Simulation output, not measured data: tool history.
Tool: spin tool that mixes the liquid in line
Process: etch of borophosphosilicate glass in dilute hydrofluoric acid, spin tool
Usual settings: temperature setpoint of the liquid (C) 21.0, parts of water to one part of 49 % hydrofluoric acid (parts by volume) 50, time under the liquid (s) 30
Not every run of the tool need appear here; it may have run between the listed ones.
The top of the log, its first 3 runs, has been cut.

| run | day | temperature setpoint of the liquid (C) | parts of water to one part of 49 % hydrofluoric acid (parts by volume) | time under the liquid (s) | wafers since the last listed run | hours since the thermometer was replaced | hours since the hydrofluoric acid flow meter was replaced | hours since the gauge calibration | read-back film thickness of the borophosphosilicate glass reference wafer, read on the same gauge (nm) | thickness taken off the borophosphosilicate glass on a monitor wafer (Å) |
|---|---|---|---|---|---|---|---|---|---|---|
| 4 | 12.971 | 21.0 | 50 | 30 | 1042 | 284.4 | 1399.7 | 1500.1 | 100.00 | 290.3 |
| 5 | 16.329 | 21.0 | 50 | 30 | 859 | 365.0 | 1480.3 | 1580.7 | 100.01 | 291.2 |
| 6 | 19.954 | 21.0 | 50 | 30 | 927 | 452.0 | 1567.3 | 1667.7 | 100.00 | 292.8 |
| 7 | 22.179 | 21.0 | 50 | 30 | 569 | 505.4 | 1620.7 | 1721.1 | 100.00 | 294.0 |
|  | 22.904 | gauge calibrated |
| 8 | 24.583 | 21.0 | 50 | 30 | 615 | 563.1 | 1678.4 | 40.3 | 99.98 | 293.7 |
| 9 | 28.092 | 21.0 | 50 | 30 | 897 | 647.3 | 1762.6 | 124.5 | 99.99 | 290.5 |
| 10 | 31.383 | 17.0 | 50 | 30 | 842 | 726.3 | 1841.6 | 203.5 | 100.01 | 244.7 |
| 11 | 34.142 | 21.0 | 50 | 30 | 705 | 792.5 | 1907.8 | 269.7 | 99.99 | 294.0 |
| 12 | 36.054 | 21.0 | 50 | 30 | 489 | 838.4 | 1953.7 | 315.6 | 100.01 | 295.4 |
| 13 | 38.467 | 18.0 | 30 | 30 | 617 | 896.3 | 2011.6 | 373.5 | 99.99 | 438.5 |
| 14 | 41.825 | 17.5 | 50 | 30 | 859 | 976.9 | 2092.2 | 454.1 | 100.00 | 252.6 |
| 15 | 45.742 | 25.0 | 50 | 30 | 1002 | 1070.9 | 2186.2 | 548.1 | 100.02 | 349.4 |
| 16 | 49.829 | 21.0 | 50 | 30 | 1045 | 1169.0 | 2284.3 | 646.2 | 100.00 | 295.1 |
|  | 53.162 | hydrofluoric acid flow meter replaced |
| 17 | 53.596 | 21.0 | 50 | 30 | 953 | 1259.4 | 10.4 | 736.6 | 99.99 | 285.1 |
| 18 | 58.004 | 25.5 | 50 | 30 | 1127 | 1365.2 | 116.2 | 842.4 | 99.99 | 341.9 |
| 19 | 60.221 | 23.0 | 65 | 25 | 567 | 1418.4 | 169.4 | 895.6 | 99.99 | 194.6 |
| 20 | 62.446 | 17.5 | 70 | 35 | 569 | 1471.8 | 222.8 | 949.0 | 99.99 | 200.9 |
|  | 65.875 | thermometer replaced |
| 21 | 66.038 | 21.0 | 50 | 30 | 908 | 3.9 | 309.0 | 1035.2 | 100.01 | 284.3 |
| 22 | 68.254 | 23.0 | 25 | 30 | 567 | 57.1 | 362.2 | 1088.4 | 100.00 | 639.8 |
| 23 | 72.183 | 18.0 | 65 | 25 | 1005 | 151.4 | 456.5 | 1182.7 | 99.99 | 159.0 |
| 24 | 75.962 | 23.5 | 40 | 30 | 966 | 242.1 | 547.2 | 1273.4 | 100.00 | 406.5 |

Run 25, settings as shown, results not yet in. Your forecast:
| 25 | 79.112 | 18.0 | 50 | 15 | 805 | 317.7 | 622.8 | 1349.0 | ? | ? |

{"run 25": {"read-back film thickness of the borophosphosilicate glass reference wafer, read on the same gauge (nm)": 100.0, "thickness taken off the borophosphosilicate glass on a monitor wafer (Å)": 126.7}}
Had the tool carried no hidden state, the very same run would have given thickness taken off the borophosphosilicate glass on a monitor wafer (Å) 124.8.
